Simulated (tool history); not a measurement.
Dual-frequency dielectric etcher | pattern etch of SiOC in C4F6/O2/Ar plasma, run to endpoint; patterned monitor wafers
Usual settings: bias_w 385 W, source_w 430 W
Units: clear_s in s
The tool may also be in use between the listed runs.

| run | day | bias_w | source_w | incoming incoming film thickness, nm | clear_s |
|---|---|---|---|---|---|
| 1 | 0.000 | 385 | 430 | 36.61 | 14.9 |
| 2 | 0.488 | 385 | 470 | 36.74 | 14.6 |
| 3 | 1.154 | 385 | 490 | 36.56 | 14.4 |
| 4 | 1.788 | 385 | 460 | 36.80 | 14.8 |
| 5 | 2.283 | 385 | 460 | 37.05 | 15.0 |
| 6 | 3.483 | 329 | 500 | 36.54 | 15.2 |
| 7 | 4.192 | 329 | 500 | 36.83 | 15.2 |
|  | 5.542 | upper electrode replaced |
| 8 | 5.762 | 329 | 500 | 36.72 | 15.1 |
| 9 | 6.033 | 385 | 360 | 36.48 | 15.9 |
| 10 | 6.479 | 385 | 360 | 36.52 | 15.9 |
| 11 | 6.971 | 385 | 360 | 36.45 | 15.9 |
| 12 | 7.338 | 347 | 430 | 36.46 | 15.6 |
| 13 | 8.400 | 347 | 430 | 36.62 | 15.7 |
| 14 | 9.100 | 347 | 430 | 36.71 | 15.7 |
| 15 | 9.488 | 385 | 430 | 37.07 | 15.3 |
| 16 | 9.888 | 453 | 430 | 36.66 | 14.3 |
|  | 11.004 | source power generator calibrated |
|  | 11.112 | bias power generator calibrated |
|  | 11.129 | wet clean of the chamber |
| 17 | 11.150 | 417 | 330 | 36.53 | 15.6 |
| 18 | 11.162 | 335 | 430 | 36.43 | 15.6 |
| 19 | 11.175 | 326 | 540 | 36.47 | 14.5 |
| 20 | 11.396 | 297 | 390 | 36.64 | 16.8 |
| 21 | 12.004 | 426 | 330 | 36.59 | 15.6 |
| 22 | 12.750 | 412 | 430 | 36.85 | 14.6 |
| 23 | 13.196 | 330 | 330 | 36.94 | 17.3 |
| 24 | 13.800 | 347 | 380 | 36.58 | 16.1 |
| 25 | 14.333 | 420 | 340 | 36.93 | 15.7 |
| 26 | 15.008 | 429 | 520 | 36.63 | 13.5 |
| 27 | 15.283 | 313 | 390 | 36.45 | 16.4 |
| 28 | 15.712 | 385 | 430 | 36.53 | 14.8 |
| 29 | 16.100 | 460 | 360 | 36.67 | 14.8 |
| 30 | 16.788 | 333 | 360 | 36.67 | 16.5 |
| 31 | 17.517 | 423 | 530 | 36.58 | 13.5 |
| 32 | 18.004 | 347 | 380 | 36.60 | 16.1 |
| 33 | 18.612 | 316 | 350 | 36.82 | 17.2 |
| 34 | 19.358 | 356 | 430 | 36.77 | 15.4 |
| 35 | 19.800 | 385 | 500 | 36.49 | 14.2 |

The tool's hidden state at each run:
bias power that arrives over what is set, %: 0 in every run
source power that arrives over what is set, %: 0 in every run
H1: etch rate over this chamber's usual, %
| run | H1 |
|---|---|
| 1 | -0.844 |
| 2 | -0.88 |
| 3 | -0.93 |
| 4 | -0.977 |
| 5 | -1.01 |
| 6 | -1.1 |
| 7 | -1.16 |
| 8 | -1.27 |
| 9 | -1.29 |
| 10 | -1.33 |
| 11 | -1.36 |
| 12 | -1.39 |
| 13 | -1.47 |
| 14 | -1.52 |
| 15 | -1.55 |
| 16 | -1.58 |
| 17 | 0.219 |
| 18 | 0.218 |
| 19 | 0.217 |
| 20 | 0.2 |
| 21 | 0.155 |
| 22 | 0.0996 |
| 23 | 0.0664 |
| 24 | 0.0215 |
| 25 | -0.0183 |
| 26 | -0.0685 |
| 27 | -0.089 |
| 28 | -0.121 |
| 29 | -0.15 |
| 30 | -0.201 |
| 31 | -0.255 |
| 32 | -0.292 |
| 33 | -0.337 |
| 34 | -0.392 |
| 35 | -0.425 |

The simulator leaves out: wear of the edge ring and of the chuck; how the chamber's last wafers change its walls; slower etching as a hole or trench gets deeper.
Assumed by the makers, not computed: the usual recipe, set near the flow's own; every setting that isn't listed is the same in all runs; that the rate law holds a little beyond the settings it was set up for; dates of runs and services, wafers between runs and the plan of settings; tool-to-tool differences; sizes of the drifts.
